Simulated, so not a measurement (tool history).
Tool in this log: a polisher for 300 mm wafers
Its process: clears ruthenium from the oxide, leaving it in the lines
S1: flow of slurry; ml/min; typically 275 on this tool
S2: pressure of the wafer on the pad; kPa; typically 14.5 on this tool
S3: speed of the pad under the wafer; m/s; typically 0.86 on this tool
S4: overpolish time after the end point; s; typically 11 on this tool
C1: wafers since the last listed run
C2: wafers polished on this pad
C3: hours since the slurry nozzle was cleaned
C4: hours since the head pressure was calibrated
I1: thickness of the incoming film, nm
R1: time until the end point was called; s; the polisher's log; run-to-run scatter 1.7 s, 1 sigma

run	hour	S1	S2	S3	S4	C1	C2	C3	C4	I1	R1
1	0	275	12.4	0.86	11	0	163	113.3	1206	100.3	121.4
2	9.6	275	12.4	0.86	11	99	262	122.9	1215.6	99.9	123.4
3	17.2	275	12.4	0.86	11	79	341	130.5	1223.2	98.1	121.2
4	30.7	315	14.5	0.64	11	140	482	144	1236.7	100.1	139.2
5	44.8	315	14.5	0.64	11	146	629	158.1	1250.8	99.9	140.1
# hour 59.3: worn pad replaced by a new one
6	61.5	315	14.5	0.64	11	132	22	174.8	1267.5	100.6	132.6
7	69.1	275	14.5	0.68	11	79	101	182.4	1275.1	99.5	126.7
8	77	275	14.5	0.68	11	82	183	190.3	1283	100.1	131
9	86.8	275	15.9	0.86	11	101	285	200.1	1292.8	99.1	103.1
10	94.2	275	15.9	0.86	11	76	362	207.5	1300.2	100.2	101.1
11	107.6	275	14.5	0.86	11	139	502	220.9	1313.6	100.6	113.2
12	118.6	275	14.5	0.86	11	114	616	231.9	1324.6	98.5	110.7
# hour 127.9: worn pad replaced by a new one
13	135.8	275	14.5	0.86	11	137	82	249.1	1341.8	99.9	108.1
14	149.8	275	14.5	0.86	11	145	228	263.1	1355.8	100.6	109.5
# hour 155.5: slurry nozzle cleaned
15	162.3	275	14.5	0.74	11	119	347	6.8	1368.3	101.9	125.7
16	184.9	325	17.2	0.64	11	235	582	29.4	1390.9	100.5	121.2
17	202	310	11	1.1	7	177	760	46.5	1408	101.3	120.2
# hour 212: worn pad replaced by a new one
# hour 215.6: head pressure recalibrated
18	216.1	370	14.5	0.86	11	84	22	60.6	0.5	100.1	103.7
19	221.7	340	14.5	0.96	17	58	80	66.2	6.1	99.5	96.9
20	231.9	275	14.5	0.86	4	106	186	76.4	16.3	98.6	104.6
21	249.3	275	18.6	0.86	11	181	367	93.8	33.7	100.8	91.2
22	264.3	275	14.5	0.86	17	156	523	108.8	48.7	97.8	111.9
23	273	275	14.5	0.86	11	90	614	117.5	57.4	99.9	115.8
24	281.4	315	14.5	0.64	11	87	701	125.9	65.8	99.5	143.8
25	287.9	275	14.5	0.62	11	67	769	132.4	72.3	101.5	155.2
# hour 295.6: worn pad replaced by a new one
26	300	225	14.5	1.06	16	84	45	144.5	84.4	101.2	95.6
27	313.7	275	14.5	0.86	11	142	187	158.2	98.1	98.3	107.5

Run 28 comes next. What will it give?
28	320.6	275	14.5	0.86	11	71	259	165.1	105	100.7	?

{"run 28": {"R1": 107.6}}
With the hidden condition absent and the run-to-run variation left alone, this run would have shown R1 106.2 s.

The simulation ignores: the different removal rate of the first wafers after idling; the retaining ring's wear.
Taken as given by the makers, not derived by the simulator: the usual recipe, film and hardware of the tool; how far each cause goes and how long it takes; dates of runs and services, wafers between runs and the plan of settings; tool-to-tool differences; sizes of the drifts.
